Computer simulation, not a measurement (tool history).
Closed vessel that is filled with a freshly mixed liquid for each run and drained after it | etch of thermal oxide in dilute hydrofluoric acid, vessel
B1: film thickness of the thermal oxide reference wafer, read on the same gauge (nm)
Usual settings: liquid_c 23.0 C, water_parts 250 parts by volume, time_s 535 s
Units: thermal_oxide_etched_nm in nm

{"run": 1, "day": 0.0, "liquid_c": 27.0, "water_parts": 250, "time_s": 535, "B1": 130.01, "thermal_oxide_etched_nm": 9.42}
{"run": 2, "day": 1.083, "liquid_c": 27.0, "water_parts": 250, "time_s": 535, "B1": 130.0, "thermal_oxide_etched_nm": 9.27}
{"run": 3, "day": 4.029, "liquid_c": 27.0, "water_parts": 250, "time_s": 535, "B1": 130.04, "thermal_oxide_etched_nm": 9.32}
{"run": 4, "day": 5.808, "liquid_c": 23.0, "water_parts": 155, "time_s": 470, "B1": 130.03, "thermal_oxide_etched_nm": 12.91}
{"run": 5, "day": 8.446, "liquid_c": 23.0, "water_parts": 250, "time_s": 535, "B1": 129.99, "thermal_oxide_etched_nm": 8.23}
{"run": 6, "day": 10.121, "liquid_c": 23.0, "water_parts": 250, "time_s": 535, "B1": 129.99, "thermal_oxide_etched_nm": 8.19}
{"run": 7, "day": 12.579, "liquid_c": 23.0, "water_parts": 250, "time_s": 535, "B1": 129.98, "thermal_oxide_etched_nm": 8.28}
{"run": 8, "day": 15.233, "liquid_c": 26.0, "water_parts": 250, "time_s": 535, "B1": 130.03, "thermal_oxide_etched_nm": 9.17}
{"run": 9, "day": 16.629, "liquid_c": 23.0, "water_parts": 250, "time_s": 535, "B1": 130.02, "thermal_oxide_etched_nm": 8.14}
{"run": 10, "day": 19.288, "liquid_c": 23.0, "water_parts": 250, "time_s": 535, "B1": 129.98, "thermal_oxide_etched_nm": 8.23}
{"run": 11, "day": 20.729, "liquid_c": 23.0, "water_parts": 250, "time_s": 535, "B1": 130.0, "thermal_oxide_etched_nm": 8.08}
{"run": 12, "day": 21.771, "liquid_c": 23.0, "water_parts": 250, "time_s": 535, "B1": 130.04, "thermal_oxide_etched_nm": 8.06}
{"run": 13, "day": 23.296, "liquid_c": 19.0, "water_parts": 135, "time_s": 410, "B1": 130.0, "thermal_oxide_etched_nm": 11.34}
{"run": 14, "day": 26.204, "liquid_c": 23.0, "water_parts": 250, "time_s": 405, "B1": 130.01, "thermal_oxide_etched_nm": 6.21}
{"run": 15, "day": 28.338, "liquid_c": 23.0, "water_parts": 315, "time_s": 625, "B1": 130.03, "thermal_oxide_etched_nm": 7.03}
{"day": 29.208, "done": "thermometer replaced"}
{"day": 29.617, "done": "gauge calibrated"}
{"day": 30.133, "done": "hydrofluoric acid flow meter replaced"}
{"run": 16, "day": 31.221, "liquid_c": 23.0, "water_parts": 250, "time_s": 335, "B1": 129.98, "thermal_oxide_etched_nm": 4.89}
{"run": 17, "day": 40.171, "liquid_c": 23.0, "water_parts": 250, "time_s": 535, "B1": 130.02, "thermal_oxide_etched_nm": 7.76}
{"run": 18, "day": 42.538, "liquid_c": 23.0, "water_parts": 250, "time_s": 535, "B1": 129.98, "thermal_oxide_etched_nm": 7.7}
{"run": 19, "day": 43.825, "liquid_c": 23.0, "water_parts": 250, "time_s": 535, "B1": 130.01, "thermal_oxide_etched_nm": 7.8}
{"run": 20, "day": 45.904, "liquid_c": 23.0, "water_parts": 250, "time_s": 640, "B1": 130.04, "thermal_oxide_etched_nm": 9.33}
{"run": 21, "day": 47.292, "liquid_c": 18.5, "water_parts": 135, "time_s": 735, "B1": 130.0, "thermal_oxide_etched_nm": 18.88}

Run 22 comes next. What will it give?
{"run": 22, "day": 48.958, "liquid_c": 23.0, "water_parts": 205, "time_s": 220, "B1": "?", "thermal_oxide_etched_nm": "?"}

{"run 22": {"B1": 130.0, "thermal_oxide_etched_nm": 4.06}}
Without the tool's hidden state the same run would have given thermal_oxide_etched_nm 4.09 nm.
